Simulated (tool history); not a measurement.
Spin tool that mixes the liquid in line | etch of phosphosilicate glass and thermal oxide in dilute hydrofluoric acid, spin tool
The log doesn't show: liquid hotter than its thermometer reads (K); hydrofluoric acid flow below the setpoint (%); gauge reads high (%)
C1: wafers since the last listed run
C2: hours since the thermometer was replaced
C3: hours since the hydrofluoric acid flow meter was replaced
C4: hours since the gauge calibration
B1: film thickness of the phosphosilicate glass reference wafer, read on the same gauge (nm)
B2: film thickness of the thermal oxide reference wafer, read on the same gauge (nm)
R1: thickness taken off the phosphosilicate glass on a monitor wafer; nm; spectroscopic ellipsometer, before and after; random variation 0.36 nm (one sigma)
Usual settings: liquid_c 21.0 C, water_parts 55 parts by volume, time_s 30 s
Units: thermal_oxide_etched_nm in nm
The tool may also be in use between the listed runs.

Run 1, hour 0.0: usual settings but time_s 40 s; C1 0; C2 622.2; C3 687.5; C4 80.0; B1 140.00; B2 89.987. Result: R1 79.09 nm, thermal_oxide_etched_nm 3.713 nm.
Run 2, hour 6.9: usual settings; C1 69; C2 629.1; C3 694.4; C4 86.9; B1 140.00; B2 90.004. Result: R1 59.46 nm, thermal_oxide_etched_nm 2.826 nm.
Run 3, hour 20.4: usual settings; C1 136; C2 642.6; C3 707.9; C4 100.4; B1 140.01; B2 89.963. Result: R1 59.07 nm, thermal_oxide_etched_nm 2.826 nm.
Run 4, hour 33.8: usual settings; C1 135; C2 656.0; C3 721.3; C4 113.8; B1 140.01; B2 90.011. Result: R1 60.30 nm, thermal_oxide_etched_nm 2.819 nm.
Run 5, hour 46.5: usual settings; C1 128; C2 668.7; C3 734.0; C4 126.5; B1 139.99; B2 90.032. Result: R1 59.42 nm, thermal_oxide_etched_nm 2.835 nm.
Run 6, hour 59.9: usual settings; C1 135; C2 682.1; C3 747.4; C4 139.9; B1 140.00; B2 89.984. Result: R1 59.15 nm, thermal_oxide_etched_nm 2.822 nm.
Run 7, hour 72.7: usual settings but liquid_c 19.0 C; C1 129; C2 694.9; C3 760.2; C4 152.7; B1 139.99; B2 90.039. Result: R1 54.43 nm, thermal_oxide_etched_nm 2.588 nm.
Run 8, hour 86.3: usual settings but liquid_c 19.0 C; C1 137; C2 708.5; C3 773.8; C4 166.3; B1 139.99; B2 89.962. Result: R1 55.00 nm, thermal_oxide_etched_nm 2.626 nm.
At hour 96.4: hydrofluoric acid flow meter replaced.
Run 9, hour 96.9: usual settings but time_s 35 s; C1 97; C2 719.1; C3 0.5; C4 176.9; B1 139.98; B2 90.004. Result: R1 69.25 nm, thermal_oxide_etched_nm 3.347 nm.
At hour 99.9: gauge calibrated.
Run 10, hour 103.1: usual settings but water_parts 35 parts by volume; C1 62; C2 725.3; C3 6.7; C4 3.2; B1 139.99; B2 90.046. Result: R1 95.33 nm, thermal_oxide_etched_nm 4.644 nm.
Run 11, hour 114.9: usual settings but water_parts 35 parts by volume; C1 119; C2 737.1; C3 18.5; C4 15.0; B1 139.99; B2 89.964. Result: R1 96.23 nm, thermal_oxide_etched_nm 4.485 nm.
Run 12, hour 123.0: usual settings but water_parts 35 parts by volume; C1 82; C2 745.2; C3 26.6; C4 23.1; B1 140.02; B2 90.028. Result: R1 95.86 nm, thermal_oxide_etched_nm 4.645 nm.
At hour 130.9: thermometer replaced.
Run 13, hour 132.9: usual settings but liquid_c 19.0 C, water_parts 30 parts by volume, time_s 45 s; C1 90; C2 2.0; C3 36.5; C4 33.0; B1 140.00; B2 90.004. Result: R1 143.71 nm, thermal_oxide_etched_nm 6.721 nm.
Run 14, hour 142.1: usual settings but liquid_c 17.5 C, water_parts 45 parts by volume, time_s 40 s; C1 93; C2 11.2; C3 45.7; C4 42.2; B1 140.00; B2 90.038. Result: R1 77.61 nm, thermal_oxide_etched_nm 3.695 nm.
Run 15, hour 170.9: usual settings but liquid_c 22.5 C; C1 291; C2 40.0; C3 74.5; C4 71.0; B1 140.00; B2 89.979. Result: R1 58.21 nm, thermal_oxide_etched_nm 2.769 nm.
Run 16, hour 187.0: usual settings but water_parts 45 parts by volume, time_s 40 s; C1 163; C2 56.1; C3 90.6; C4 87.1; B1 140.00; B2 90.020. Result: R1 90.58 nm, thermal_oxide_etched_nm 4.242 nm.
Run 17, hour 199.0: usual settings; C1 121; C2 68.1; C3 102.6; C4 99.1; B1 139.98; B2 89.950. Result: R1 54.98 nm, thermal_oxide_etched_nm 2.636 nm.
Run 18, hour 209.1: usual settings but liquid_c 23.5 C, water_parts 45 parts by volume, time_s 45 s; C1 102; C2 78.2; C3 112.7; C4 109.2; B1 140.00; B2 89.981. Result: R1 112.98 nm, thermal_oxide_etched_nm 5.498 nm.
Run 19, hour 218.5: usual settings; C1 95; C2 87.6; C3 122.1; C4 118.6; B1 140.02; B2 90.033. Result: R1 55.04 nm, thermal_oxide_etched_nm 2.696 nm.
Run 20, hour 225.3: usual settings but liquid_c 25.5 C, time_s 20 s; C1 68; C2 94.4; C3 128.9; C4 125.4; B1 140.00; B2 90.025. Result: R1 44.28 nm, thermal_oxide_etched_nm 2.078 nm.
Run 21, hour 236.0: usual settings but liquid_c 25.0 C, water_parts 75 parts by volume, time_s 45 s; C1 108; C2 105.1; C3 139.6; C4 136.1; B1 140.01; B2 89.994. Result: R1 69.78 nm, thermal_oxide_etched_nm 3.283 nm.
Run 22, hour 251.6: usual settings but liquid_c 18.0 C, water_parts 75 parts by volume; C1 158; C2 120.7; C3 155.2; C4 151.7; B1 140.00; B2 90.015. Result: R1 35.02 nm, thermal_oxide_etched_nm 1.675 nm.
Run 23, hour 262.4: usual settings but liquid_c 19.0 C, water_parts 35 parts by volume; C1 109; C2 131.5; C3 166.0; C4 162.5; B1 140.01; B2 90.002. Result: R1 83.51 nm, thermal_oxide_etched_nm 3.913 nm.
Run 24, hour 276.5: usual settings but time_s 50 s; C1 142; C2 145.6; C3 180.1; C4 176.6; B1 140.03; B2 90.004. Result: R1 92.12 nm, thermal_oxide_etched_nm 4.492 nm.
Run 25, hour 287.6: usual settings but liquid_c 17.0 C, water_parts 45 parts by volume; C1 112; C2 156.7; C3 191.2; C4 187.7; B1 140.00; B2 90.000. Result: R1 58.00 nm, thermal_oxide_etched_nm 2.808 nm.
At hour 299.7: gauge calibrated.
Run 26, hour 303.8: usual settings; C1 164; C2 172.9; C3 207.4; C4 4.1; B1 140.02; B2 89.972. Result: R1 55.64 nm, thermal_oxide_etched_nm 2.596 nm.

Forecast each of these 4 alternatives for the next run:
Run A, hour 304.2: usual settings but water_parts 70 parts by volume; C1 4; C2 173.3; C3 207.8; C4 4.5; B1 ?; B2 ?. Result: R1 ?, thermal_oxide_etched_nm ?.
Run B, hour 304.2: usual settings but liquid_c 18.0 C, water_parts 80 parts by volume, time_s 40 s; C1 4; C2 173.3; C3 207.8; C4 4.5; B1 ?; B2 ?. Result: R1 ?, thermal_oxide_etched_nm ?.
Run C, hour 304.2: usual settings but liquid_c 17.0 C, water_parts 45 parts by volume, time_s 20 s; C1 4; C2 173.3; C3 207.8; C4 4.5; B1 ?; B2 ?. Result: R1 ?, thermal_oxide_etched_nm ?.
Run D, hour 304.2: usual settings but liquid_c 17.5 C; C1 4; C2 173.3; C3 207.8; C4 4.5; B1 ?; B2 ?. Result: R1 ?, thermal_oxide_etched_nm ?.

run      B1      B2     R1  thermal_oxide_etched_nm
  A  139.99  90.001  42.73                    2.030
  B  139.99  90.001  43.48                    2.066
  C  139.99  90.001  38.53                    1.831
  D  139.99  90.001  47.77                    2.270
Without the tool's hidden state the same runs would have given:
run     R1  thermal_oxide_etched_nm
  A  41.46                    1.970
  B  42.16                    2.003
  C  37.32                    1.774
  D  46.29                    2.200
